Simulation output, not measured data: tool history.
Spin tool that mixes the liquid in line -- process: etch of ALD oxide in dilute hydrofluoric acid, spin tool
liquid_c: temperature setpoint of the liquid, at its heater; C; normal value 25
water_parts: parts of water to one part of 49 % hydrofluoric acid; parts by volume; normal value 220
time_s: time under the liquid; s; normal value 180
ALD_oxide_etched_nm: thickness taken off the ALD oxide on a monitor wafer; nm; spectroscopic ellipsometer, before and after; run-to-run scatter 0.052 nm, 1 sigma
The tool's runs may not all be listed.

run,hour,liquid_c,water_parts,time_s,"read-back film thickness of the ALD oxide reference wafer, read on the same gauge (nm)",ALD_oxide_etched_nm
1,0,25,155,180,29.98,18.54
2,21.6,26.5,140,180,30.03,22.13
3,87.3,26.5,140,180,30,22.27
4,110.4,25,220,225,29.98,15.29
5,123.1,25,220,225,30.02,15.1
6,136.5,23.5,220,150,30.03,9.66
7,155.8,23.5,220,150,29.98,9.62
8,176.1,25,265,180,29.96,9.58
9,195,25,265,180,29.96,9.59
10,220.5,25,220,180,29.99,12.16
11,237.2,25,220,180,29.97,12.2
12,258.5,25,220,180,30.03,12.12
13,271.9,25,220,240,30.05,16.23
14,295.8,25,220,180,30.02,12.13
15,320,25,220,110,29.96,7.41
16,349.1,25,180,180,29.98,15.56
17,379.5,22.5,220,180,29.99,11.1
18,409.4,23.5,125,145,30.03,18.23
19,441.1,25,320,80,30,3.38
20,456.1,22,150,180,29.96,17.14
21,470.5,25,220,180,29.98,12.26
22,498.8,22,270,180,29.98,8.51
23,529.7,21,135,235,30,24.25
24,550.1,25,220,220,29.98,14.78
25,579.9,25,305,95,29.98,4.26
26,601.5,29,275,145,29.98,8.4
27,637.4,25,330,180,30.01,7.21
28,669.5,25,220,180,29.95,12.15
29,698.2,28,300,80,30.02,4.05
30,790.3,25,310,180,29.97,7.83
31,807.4,22,220,85,30.04,5.12
32,831.8,28,295,75,30.02,3.88
33,855.5,23.5,220,150,30.05,9.61
34,870.2,25,220,180,30.01,12.28
35,898.3,29,220,180,30,13.94
36,924.6,27.5,275,245,29.96,13.57

Between the runs listed above, the log contained 4 entries, not reproduced here. Where in the sequence does each belong, and how does what the log doesn't record of the tool's condition differ from the listed run before to the listed run after?
Runs 7 to 8: gauge calibrated (hour 166.4)
  the hidden state is the same at both runs
Runs 18 to 19: thermometer replaced (hour 440.6)
  the hidden state is the same at both runs
Runs 28 to 29: hydrofluoric acid flow meter replaced (hour 676.1)
  the hidden state is the same at both runs
Runs 33 to 34: gauge calibrated (hour 863.3)
  the hidden state is the same at both runs
